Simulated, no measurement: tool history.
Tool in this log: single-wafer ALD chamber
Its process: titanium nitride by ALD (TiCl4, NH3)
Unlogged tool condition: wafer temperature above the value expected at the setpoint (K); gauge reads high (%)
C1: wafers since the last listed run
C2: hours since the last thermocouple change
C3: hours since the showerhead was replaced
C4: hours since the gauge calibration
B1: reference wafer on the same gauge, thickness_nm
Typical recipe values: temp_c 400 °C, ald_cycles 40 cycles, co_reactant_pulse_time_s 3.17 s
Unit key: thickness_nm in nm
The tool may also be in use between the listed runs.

Run 1, day 0.000: usual settings but temp_c 408 °C; C1 0; C2 1670.5; C3 6102.3; C4 614.6; B1 0.875. Result: thickness_nm 0.927 nm.
Run 2, day 2.875: usual settings but temp_c 408 °C; C1 437; C2 1739.5; C3 6171.3; C4 683.6; B1 0.874. Result: thickness_nm 0.927 nm.
Run 3, day 5.317: usual settings but temp_c 408 °C; C1 371; C2 1798.1; C3 6229.9; C4 742.2; B1 0.873. Result: thickness_nm 0.926 nm.
Run 4, day 6.896: usual settings but ald_cycles 34 cycles, co_reactant_pulse_time_s 2.41 s; C1 240; C2 1836.0; C3 6267.8; C4 780.1; B1 0.873. Result: thickness_nm 0.777 nm.
Run 5, day 8.258: usual settings but ald_cycles 42 cycles; C1 207; C2 1868.7; C3 6300.5; C4 812.8; B1 0.872. Result: thickness_nm 0.970 nm.
Run 6, day 10.833: usual settings but ald_cycles 37 cycles; C1 392; C2 1930.5; C3 6362.3; C4 874.6; B1 0.871. Result: thickness_nm 0.853 nm.
Run 7, day 12.892: usual settings but co_reactant_pulse_time_s 2.42 s; C1 313; C2 1979.9; C3 6411.7; C4 924.0; B1 0.871. Result: thickness_nm 0.913 nm.
Run 8, day 14.204: usual settings but co_reactant_pulse_time_s 2.42 s; C1 199; C2 2011.4; C3 6443.2; C4 955.5; B1 0.871. Result: thickness_nm 0.915 nm.
Run 9, day 16.621: usual settings but co_reactant_pulse_time_s 2.42 s; C1 368; C2 2069.4; C3 6501.2; C4 1013.5; B1 0.870. Result: thickness_nm 0.909 nm.
Run 10, day 18.242: usual settings; C1 246; C2 2108.3; C3 6540.1; C4 1052.4; B1 0.868. Result: thickness_nm 0.921 nm.
Run 11, day 20.862: usual settings; C1 399; C2 2171.2; C3 6603.0; C4 1115.3; B1 0.867. Result: thickness_nm 0.918 nm.
Run 12, day 23.212: usual settings; C1 357; C2 2227.6; C3 6659.4; C4 1171.7; B1 0.866. Result: thickness_nm 0.919 nm.
Run 13, day 24.433: usual settings; C1 185; C2 2256.9; C3 6688.7; C4 1201.0; B1 0.866. Result: thickness_nm 0.913 nm.
At day 25.921: showerhead replaced.
Run 14, day 26.075: usual settings but ald_cycles 35 cycles; C1 199; C2 2296.3; C3 3.7; C4 1240.4; B1 0.865. Result: thickness_nm 0.798 nm.
Run 15, day 31.125: usual settings but ald_cycles 35 cycles; C1 769; C2 2417.5; C3 124.9; C4 1361.6; B1 0.862. Result: thickness_nm 0.801 nm.
Run 16, day 33.612: usual settings but temp_c 409 °C, co_reactant_pulse_time_s 2.43 s; C1 378; C2 2477.2; C3 184.6; C4 1421.3; B1 0.860. Result: thickness_nm 0.905 nm.
Run 17, day 34.908: usual settings but temp_c 409 °C, co_reactant_pulse_time_s 2.43 s; C1 197; C2 2508.3; C3 215.7; C4 1452.4; B1 0.859. Result: thickness_nm 0.906 nm.
Run 18, day 36.242: usual settings; C1 203; C2 2540.3; C3 247.7; C4 1484.4; B1 0.858. Result: thickness_nm 0.905 nm.
At day 36.838: gauge calibrated.
Run 19, day 37.325: usual settings; C1 165; C2 2566.3; C3 273.7; C4 11.7; B1 0.875. Result: thickness_nm 0.923 nm.
Run 20, day 39.454: usual settings; C1 324; C2 2617.4; C3 324.8; C4 62.8; B1 0.874. Result: thickness_nm 0.925 nm.
Run 21, day 40.988: usual settings; C1 233; C2 2654.2; C3 361.6; C4 99.6; B1 0.874. Result: thickness_nm 0.923 nm.
Run 22, day 43.546: usual settings but temp_c 395 °C, ald_cycles 32 cycles, co_reactant_pulse_time_s 2.26 s; C1 389; C2 2715.6; C3 423.0; C4 161.0; B1 0.874. Result: thickness_nm 0.729 nm.
Run 23, day 45.062: usual settings but temp_c 404 °C; C1 231; C2 2752.0; C3 459.4; C4 197.4; B1 0.874. Result: thickness_nm 0.925 nm.
Run 24, day 46.700: usual settings but temp_c 395 °C, ald_cycles 37 cycles; C1 249; C2 2791.3; C3 498.7; C4 236.7; B1 0.873. Result: thickness_nm 0.849 nm.
Run 25, day 48.283: usual settings; C1 241; C2 2829.3; C3 536.7; C4 274.7; B1 0.874. Result: thickness_nm 0.920 nm.
Run 26, day 50.717: usual settings but temp_c 409 °C, co_reactant_pulse_time_s 4.05 s; C1 370; C2 2887.7; C3 595.1; C4 333.1; B1 0.873. Result: thickness_nm 0.929 nm.
Run 27, day 51.962: usual settings but temp_c 393 °C; C1 189; C2 2917.6; C3 625.0; C4 363.0; B1 0.874. Result: thickness_nm 0.914 nm.
At day 52.642: thermocouple changed; heater temperature recalibrated.
Run 28, day 54.658: usual settings; C1 359; C2 48.4; C3 689.7; C4 427.7; B1 0.873. Result: thickness_nm 0.925 nm.
Run 29, day 56.512: usual settings but temp_c 407 °C, ald_cycles 38 cycles, co_reactant_pulse_time_s 4.33 s; C1 282; C2 92.9; C3 734.2; C4 472.2; B1 0.873. Result: thickness_nm 0.884 nm.
Run 30, day 57.704: usual settings; C1 181; C2 121.5; C3 762.8; C4 500.8; B1 0.872. Result: thickness_nm 0.922 nm.
Run 31, day 59.804: usual settings but temp_c 407 °C, ald_cycles 45 cycles, co_reactant_pulse_time_s 2.43 s; C1 319; C2 171.9; C3 813.2; C4 551.2; B1 0.872. Result: thickness_nm 1.026 nm.
Run 32, day 61.075: usual settings but temp_c 391 °C; C1 193; C2 202.4; C3 843.7; C4 581.7; B1 0.871. Result: thickness_nm 0.917 nm.
Run 33, day 62.771: usual settings but ald_cycles 48 cycles, co_reactant_pulse_time_s 3.66 s; C1 258; C2 243.1; C3 884.4; C4 622.4; B1 0.871. Result: thickness_nm 1.111 nm.
Run 34, day 63.850: usual settings but temp_c 408 °C, co_reactant_pulse_time_s 2.15 s; C1 164; C2 269.0; C3 910.3; C4 648.3; B1 0.870. Result: thickness_nm 0.915 nm.
Run 35, day 66.425: usual settings but temp_c 391 °C; C1 392; C2 330.8; C3 972.1; C4 710.1; B1 0.870. Result: thickness_nm 0.914 nm.
Run 36, day 68.317: usual settings but temp_c 391 °C, ald_cycles 36 cycles, co_reactant_pulse_time_s 1.91 s; C1 288; C2 376.2; C3 1017.5; C4 755.5; B1 0.869. Result: thickness_nm 0.805 nm.
Run 37, day 69.346: usual settings but ald_cycles 34 cycles; C1 156; C2 400.9; C3 1042.2; C4 780.2; B1 0.869. Result: thickness_nm 0.782 nm.
Run 38, day 72.188: usual settings but temp_c 406 °C; C1 432; C2 469.1; C3 1110.4; C4 848.4; B1 0.868. Result: thickness_nm 0.917 nm.
Run 39, day 73.325: usual settings but temp_c 410 °C, ald_cycles 37 cycles, co_reactant_pulse_time_s 3.64 s; C1 173; C2 496.4; C3 1137.7; C4 875.7; B1 0.867. Result: thickness_nm 0.852 nm.
Run 40, day 74.712: usual settings but temp_c 407 °C, ald_cycles 35 cycles; C1 211; C2 529.7; C3 1171.0; C4 909.0; B1 0.867. Result: thickness_nm 0.802 nm.
Run 41, day 77.033: usual settings but co_reactant_pulse_time_s 2.53 s; C1 353; C2 585.4; C3 1226.7; C4 964.7; B1 0.866. Result: thickness_nm 0.915 nm.

Alternative continuations, all from the tool just after run 41; predict every row:
Run A, day 77.054: usual settings but ald_cycles 36 cycles; C1 3; C2 585.9; C3 1227.2; C4 965.2; B1 ?. Result: thickness_nm ?.
Run B, day 77.054: usual settings but ald_cycles 47 cycles, co_reactant_pulse_time_s 3.59 s; C1 3; C2 585.9; C3 1227.2; C4 965.2; B1 ?. Result: thickness_nm ?.
Run C, day 77.054: usual settings but co_reactant_pulse_time_s 2.60 s; C1 3; C2 585.9; C3 1227.2; C4 965.2; B1 ?. Result: thickness_nm ?.

run     B1  thickness_nm
  A  0.866         0.823
  B  0.866         1.079
  C  0.866         0.909
What these runs would have given with no unlogged condition in the tool:
run  thickness_nm
  A         0.834
  B         1.093
  C         0.921
